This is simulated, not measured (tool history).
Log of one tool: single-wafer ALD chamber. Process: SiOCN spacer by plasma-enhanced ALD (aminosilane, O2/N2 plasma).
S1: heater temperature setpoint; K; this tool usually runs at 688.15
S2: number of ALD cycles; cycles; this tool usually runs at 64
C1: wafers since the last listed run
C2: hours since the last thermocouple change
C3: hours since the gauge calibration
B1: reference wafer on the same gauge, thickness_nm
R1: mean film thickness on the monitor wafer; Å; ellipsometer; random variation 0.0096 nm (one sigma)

{"run": 1, "hour": 0.0, "S1": 688.15, "S2": 64, "C1": 0, "C2": 1342.3, "C3": 218.6, "B1": 3.03, "R1": 36.41}
{"run": 2, "hour": 69.1, "S1": 688.15, "S2": 64, "C1": 250, "C2": 1411.4, "C3": 287.7, "B1": 3.03, "R1": 36.37}
{"run": 3, "hour": 163.1, "S1": 696.15, "S2": 54, "C1": 341, "C2": 1505.4, "C3": 381.7, "B1": 3.031, "R1": 29.61}
{"run": 4, "hour": 200.5, "S1": 696.15, "S2": 54, "C1": 135, "C2": 1542.8, "C3": 419.1, "B1": 3.029, "R1": 29.75}
{"run": 5, "hour": 394.2, "S1": 691.15, "S2": 64, "C1": 702, "C2": 1736.5, "C3": 612.8, "B1": 3.03, "R1": 35.82}
{"run": 6, "hour": 450.6, "S1": 691.15, "S2": 64, "C1": 204, "C2": 1792.9, "C3": 669.2, "B1": 3.032, "R1": 35.8}
{"run": 7, "hour": 520.8, "S1": 688.15, "S2": 64, "C1": 254, "C2": 1863.1, "C3": 739.4, "B1": 3.028, "R1": 35.88}
{"run": 8, "hour": 625.0, "S1": 688.15, "S2": 64, "C1": 378, "C2": 1967.3, "C3": 843.6, "B1": 3.03, "R1": 36.19}
{"hour": 644.6, "done": "thermocouple changed; heater temperature recalibrated"}
{"run": 9, "hour": 691.1, "S1": 688.15, "S2": 72, "C1": 210, "C2": 46.5, "C3": 909.7, "B1": 3.03, "R1": 41.69}
{"run": 10, "hour": 765.8, "S1": 688.15, "S2": 64, "C1": 270, "C2": 121.2, "C3": 984.4, "B1": 3.029, "R1": 36.84}
{"run": 11, "hour": 868.4, "S1": 688.15, "S2": 64, "C1": 372, "C2": 223.8, "C3": 1087.0, "B1": 3.027, "R1": 36.82}
{"run": 12, "hour": 928.4, "S1": 688.15, "S2": 64, "C1": 217, "C2": 283.8, "C3": 1147.0, "B1": 3.027, "R1": 36.93}
{"run": 13, "hour": 1002.7, "S1": 688.15, "S2": 64, "C1": 269, "C2": 358.1, "C3": 1221.3, "B1": 3.031, "R1": 36.78}
{"run": 14, "hour": 1046.4, "S1": 688.15, "S2": 64, "C1": 158, "C2": 401.8, "C3": 1265.0, "B1": 3.03, "R1": 36.74}
{"run": 15, "hour": 1102.2, "S1": 693.15, "S2": 61, "C1": 202, "C2": 457.6, "C3": 1320.8, "B1": 3.031, "R1": 34.44}
{"run": 16, "hour": 1184.4, "S1": 693.15, "S2": 61, "C1": 298, "C2": 539.8, "C3": 1403.0, "B1": 3.03, "R1": 34.35}
{"run": 17, "hour": 1268.9, "S1": 688.15, "S2": 57, "C1": 306, "C2": 624.3, "C3": 1487.5, "B1": 3.029, "R1": 32.57}
{"run": 18, "hour": 1364.4, "S1": 688.15, "S2": 57, "C1": 346, "C2": 719.8, "C3": 1583.0, "B1": 3.031, "R1": 32.55}
{"run": 19, "hour": 1403.4, "S1": 688.15, "S2": 64, "C1": 141, "C2": 758.8, "C3": 1622.0, "B1": 3.03, "R1": 36.51}
{"run": 20, "hour": 1470.9, "S1": 688.15, "S2": 64, "C1": 244, "C2": 826.3, "C3": 1689.5, "B1": 3.029, "R1": 36.6}
{"run": 21, "hour": 1572.6, "S1": 688.15, "S2": 64, "C1": 368, "C2": 928.0, "C3": 1791.2, "B1": 3.028, "R1": 36.48}
{"run": 22, "hour": 1640.0, "S1": 701.15, "S2": 58, "C1": 244, "C2": 995.4, "C3": 1858.6, "B1": 3.028, "R1": 31.43}
{"run": 23, "hour": 1679.5, "S1": 695.15, "S2": 53, "C1": 143, "C2": 1034.9, "C3": 1898.1, "B1": 3.029, "R1": 29.41}
{"run": 24, "hour": 1776.7, "S1": 681.15, "S2": 64, "C1": 352, "C2": 1132.1, "C3": 1995.3, "B1": 3.027, "R1": 37.23}
{"run": 25, "hour": 1851.0, "S1": 694.15, "S2": 57, "C1": 269, "C2": 1206.4, "C3": 2069.6, "B1": 3.03, "R1": 31.63}
{"run": 26, "hour": 1957.2, "S1": 695.15, "S2": 54, "C1": 385, "C2": 1312.6, "C3": 2175.8, "B1": 3.031, "R1": 29.94}
{"run": 27, "hour": 2002.1, "S1": 688.15, "S2": 64, "C1": 162, "C2": 1357.5, "C3": 2220.7, "B1": 3.031, "R1": 36.42}
{"run": 28, "hour": 2046.9, "S1": 698.15, "S2": 75, "C1": 162, "C2": 1402.3, "C3": 2265.5, "B1": 3.03, "R1": 40.86}
{"run": 29, "hour": 2124.6, "S1": 681.15, "S2": 56, "C1": 281, "C2": 1480.0, "C3": 2343.2, "B1": 3.029, "R1": 32.54}
{"run": 30, "hour": 2192.9, "S1": 698.15, "S2": 64, "C1": 247, "C2": 1548.3, "C3": 2411.5, "B1": 3.032, "R1": 35.14}
{"run": 31, "hour": 2245.7, "S1": 688.15, "S2": 56, "C1": 191, "C2": 1601.1, "C3": 2464.3, "B1": 3.03, "R1": 31.6}
{"run": 32, "hour": 2333.9, "S1": 681.15, "S2": 76, "C1": 319, "C2": 1689.3, "C3": 2552.5, "B1": 3.029, "R1": 44.11}
{"run": 33, "hour": 2416.8, "S1": 688.15, "S2": 64, "C1": 300, "C2": 1772.2, "C3": 2635.4, "B1": 3.031, "R1": 36.03}
{"hour": 2424.6, "done": "gauge calibrated"}
{"hour": 2472.0, "done": "thermocouple changed; heater temperature recalibrated"}
{"run": 34, "hour": 2482.0, "S1": 697.15, "S2": 74, "C1": 207, "C2": 10.0, "C3": 57.4, "B1": 3.03, "R1": 41.14}
{"run": 35, "hour": 2801.4, "S1": 688.15, "S2": 64, "C1": 1158, "C2": 329.4, "C3": 376.8, "B1": 3.032, "R1": 36.78}
{"run": 36, "hour": 2860.5, "S1": 693.15, "S2": 70, "C1": 214, "C2": 388.5, "C3": 435.9, "B1": 3.031, "R1": 39.21}
{"run": 37, "hour": 2922.5, "S1": 688.15, "S2": 64, "C1": 224, "C2": 450.5, "C3": 497.9, "B1": 3.032, "R1": 36.63}
{"run": 38, "hour": 2987.0, "S1": 682.15, "S2": 64, "C1": 233, "C2": 515.0, "C3": 562.4, "B1": 3.029, "R1": 37.58}
{"run": 39, "hour": 3048.9, "S1": 700.15, "S2": 70, "C1": 224, "C2": 576.9, "C3": 624.3, "B1": 3.03, "R1": 38.29}
{"run": 40, "hour": 3102.9, "S1": 673.15, "S2": 54, "C1": 195, "C2": 630.9, "C3": 678.3, "B1": 3.032, "R1": 32.53}
{"run": 41, "hour": 3369.3, "S1": 682.15, "S2": 56, "C1": 966, "C2": 897.3, "C3": 944.7, "B1": 3.028, "R1": 32.53}
{"run": 42, "hour": 3447.8, "S1": 688.15, "S2": 61, "C1": 284, "C2": 975.8, "C3": 1023.2, "B1": 3.03, "R1": 34.61}

Run by run, hidden condition taken away, random variation retained:
The hidden state here: wafer temperature above the value expected at the setpoint (K); gauge reads high (%).
run=1 R1=36.93
run=2 R1=36.91
run=3 R1=30.10
run=4 R1=30.26
run=5 R1=36.50
run=6 R1=36.50
run=7 R1=36.61
run=8 R1=36.96
run=9 R1=41.62
run=10 R1=36.81
run=11 R1=36.82
run=12 R1=36.96
run=13 R1=36.84
run=14 R1=36.82
run=15 R1=34.54
run=16 R1=34.48
run=17 R1=32.72
run=18 R1=32.74
run=19 R1=36.74
run=20 R1=36.85
run=21 R1=36.77
run=22 R1=31.72
run=23 R1=29.69
run=24 R1=37.61
run=25 R1=32.00
run=26 R1=30.32
run=27 R1=36.89
run=28 R1=41.43
run=29 R1=32.99
run=30 R1=35.70
run=31 R1=32.10
run=32 R1=44.83
run=33 R1=36.67
run=34 R1=41.11
run=35 R1=36.88
run=36 R1=39.35
run=37 R1=36.78
run=38 R1=37.76
run=39 R1=38.52
run=40 R1=32.53
run=41 R1=32.82
run=42 R1=34.96

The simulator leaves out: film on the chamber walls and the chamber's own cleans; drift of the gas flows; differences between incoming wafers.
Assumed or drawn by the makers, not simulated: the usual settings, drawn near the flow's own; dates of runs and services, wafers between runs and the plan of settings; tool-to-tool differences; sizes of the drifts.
